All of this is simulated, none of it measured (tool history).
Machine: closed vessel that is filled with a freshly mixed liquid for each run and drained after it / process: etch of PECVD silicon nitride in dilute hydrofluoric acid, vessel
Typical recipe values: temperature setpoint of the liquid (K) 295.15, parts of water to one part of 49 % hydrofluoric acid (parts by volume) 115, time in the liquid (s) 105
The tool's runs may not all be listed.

run    hour  temperature setpoint of the liquid (K)  parts of water to one part of 49 % hydrofluoric acid (parts by volume)  time in the liquid (s)  wafers since the last listed run  hours since the thermometer was replaced  hours since the hydrofluoric acid flow meter was replaced  hours since the gauge calibration  read-back film thickness of the PECVD silicon nitride reference wafer, read on the same gauge (nm)  thickness taken off the PECVD silicon nitride on a monitor wafer (Å)
  1       0                                  296.65                                                                     115                     105                                 0                                    1437.6                                                       44.8                             1869.2                                                                                              49.998                                                                 53.99
  2    36.4                                  296.65                                                                     115                     105                              2773                                      1474                                                       81.2                             1905.6                                                                                              50.031                                                                 53.83
  3    77.7                                  295.15                                                                     115                     105                              3146                                    1515.3                                                      122.5                             1946.9                                                                                              49.963                                                                 48.17
  4     129                                  295.15                                                                     115                     105                              3908                                    1566.6                                                      173.8                             1998.2                                                                                              49.967                                                                 48.42
  5   196.6                                  295.15                                                                     115                     105                              5150                                    1634.2                                                      241.4                             2065.8                                                                                              49.987                                                                 48.75
  6   259.1                                  295.15                                                                     115                     105                              4761                                    1696.7                                                      303.9                             2128.3                                                                                              50.017                                                                 47.95
      286.1  -- thermometer replaced
  7   305.1                                  295.15                                                                     115                     105                              3428                                        19                                                      349.9                             2174.3                                                                                              49.999                                                                 48.25
  8   352.4                                  295.15                                                                     115                     105                              3603                                      66.3                                                      397.2                             2221.6                                                                                              50.009                                                                  48.2
  9   385.3                                  295.15                                                                     115                     105                              2506                                      99.2                                                      430.1                             2254.5                                                                                              50.038                                                                 48.02
 10   448.5                                  294.15                                                                      75                     105                              4814                                     162.4                                                      493.3                             2317.7                                                                                              50.005                                                                 67.69
 11   477.9                                  294.15                                                                      75                     105                              2239                                     191.8                                                      522.7                             2347.1                                                                                               49.98                                                                 68.34
 12   517.5                                  295.15                                                                     175                     135                              3016                                     231.4                                                      562.3                             2386.7                                                                                              49.961                                                                 40.77
      532.5  -- gauge calibrated
 13   578.9                                  295.15                                                                     115                     105                              4677                                     292.8                                                      623.7                               46.4                                                                                              50.023                                                                 47.58
      633.3  -- hydrofluoric acid flow meter replaced
 14   643.6                                  295.15                                                                     115                     105                              4852                                     357.5                                                       10.3                              111.1                                                                                              49.977                                                                 48.49
 15   715.4                                  295.15                                                                     130                      60                              5470                                     429.3                                                       82.1                              182.9                                                                                                  50                                                                 24.66
 16     879                                  295.15                                                                      80                      50                             12463                                     592.9                                                      245.7                              346.5                                                                                              49.974                                                                  32.7
 17   915.7                                  295.15                                                                     115                     105                              2795                                     629.6                                                      282.4                              383.2                                                                                              50.005                                                                 47.85
 18   975.5                                  292.15                                                                      70                      85                              4555                                     689.4                                                      342.2                                443                                                                                              49.986                                                                 51.56
 19  1041.8                                  295.15                                                                     115                     105                              5051                                     755.7                                                      408.5                              509.3                                                                                              49.989                                                                  47.7
 20  1096.3                                  290.65                                                                     115                     105                              4152                                     810.2                                                        463                              563.8                                                                                                  50                                                                 35.05
 21    1164                                  299.65                                                                     115                     105                              5157                                     877.9                                                      530.7                              631.5                                                                                              50.021                                                                 64.11
 22  1195.2                                  299.65                                                                      80                     125                              2376                                     909.1                                                      561.9                              662.7                                                                                               50.01                                                                109.69
 23  1260.2                                  295.15                                                                     115                     105                              4951                                     974.1                                                      626.9                              727.7                                                                                              50.009                                                                  47.2
 24  1331.9                                  291.65                                                                      65                      50                              5462                                    1045.8                                                      698.6                              799.4                                                                                              50.006                                                                 31.08
     1344.4  -- hydrofluoric acid flow meter replaced
 25    1366                                  295.15                                                                     115                     155                              2521                                    1079.9                                                       21.6                              833.5                                                                                              50.002                                                                 71.96
 26  1411.7                                  295.15                                                                     115                     105                              3481                                    1125.6                                                       67.3                              879.2                                                                                              49.971                                                                 48.42
 27  1464.6                                  299.65                                                                      80                     125                              4030                                    1178.5                                                      120.2                              932.1                                                                                              49.986                                                                111.87
 28  1489.2                                  295.15                                                                     160                     150                              1874                                    1203.1                                                      144.8                              956.7                                                                                              49.991                                                                 49.84
 29  1556.1                                  293.15                                                                      80                     165                              5096                                      1270                                                      211.7                             1023.6                                                                                              49.996                                                                 94.74
 30    1604                                  297.15                                                                     115                     105                              3649                                    1317.9                                                      259.6                             1071.5                                                                                              49.996                                                                 55.81
 31  1672.7                                  295.15                                                                      90                     105                              5233                                    1386.6                                                      328.3                             1140.2                                                                                              49.989                                                                 61.46
 32  1726.4                                  295.15                                                                      85                     105                              4091                                    1440.3                                                        382                             1193.9                                                                                              49.994                                                                    65

List, for all runs, the conditions of the tool that the log does not record:
liquid colder than its thermometer reads (K): 0 at every run
gauge reads high (%): 0 at every run
H1: hydrofluoric acid flow below the setpoint (%)
run     H1
  1  0.588
  2   0.72
  3   0.87
  4   1.06
  5    1.3
  6   1.53
  7   1.69
  8   1.87
  9   1.99
 10   2.21
 11   2.32
 12   2.46
 13   2.69
 14   0.72
 15  0.981
 16   1.57
 17   1.71
 18   1.92
 19   2.16
 20   2.36
 21   2.61
 22   2.72
 23   2.96
 24   3.22
 25  0.334
 26    0.5
 27  0.692
 28  0.781
 29   1.02
 30    1.2
 31   1.45
 32   1.64

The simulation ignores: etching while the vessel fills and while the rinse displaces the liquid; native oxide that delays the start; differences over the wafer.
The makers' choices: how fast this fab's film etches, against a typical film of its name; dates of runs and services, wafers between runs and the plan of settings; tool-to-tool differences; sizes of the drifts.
